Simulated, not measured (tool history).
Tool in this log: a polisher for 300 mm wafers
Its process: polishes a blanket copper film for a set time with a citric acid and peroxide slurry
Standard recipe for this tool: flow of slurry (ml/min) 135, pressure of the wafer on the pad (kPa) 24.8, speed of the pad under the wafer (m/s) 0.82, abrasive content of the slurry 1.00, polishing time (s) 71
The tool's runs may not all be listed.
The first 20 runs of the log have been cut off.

run,hour,flow of slurry (ml/min),pressure of the wafer on the pad (kPa),speed of the pad under the wafer (m/s),abrasive content of the slurry,polishing time (s),"incoming thickness of the incoming film, nm",film removed (angstrom)
21,281.2,135,24.8,0.82,1.00,94,933.6,2489
22,288.0,105,24.8,0.82,1.00,71,929.4,1724
23,298.1,95,16.5,0.66,1.00,49,946.8,653
24,309.1,135,18.6,1.00,1.00,63,938.0,1502
# hour 327.5: slurry blender recalibrated
25,361.9,135,24.8,0.82,1.00,71,933.5,1878
# hour 368.5: worn pad replaced by a new one
26,369.0,135,20.0,1.00,1.00,54,932.0,1408
27,381.8,135,24.8,0.82,1.00,71,946.3,1824
28,392.5,135,24.8,0.82,1.00,71,950.5,1873
29,404.7,135,20.0,0.60,1.00,95,952.6,1505
30,420.3,135,32.4,1.08,1.00,71,936.2,3207

4 ways to go on from here, each from the tool as it stands after run 30. What would each give?
A,420.7,135,24.8,0.94,1.00,71,936.2,?
B,420.7,135,28.3,0.82,1.00,71,936.2,?
C,420.7,135,21.4,0.56,1.00,71,936.2,?
D,420.7,115,33.1,1.02,1.00,90,936.2,?

run,film removed (angstrom)
A,2151
B,2138
C,1125
D,3778
Had the tool no hidden state, the same runs would have come out as:
run,film removed (angstrom)
A,2069
B,2056
C,1083
D,3632
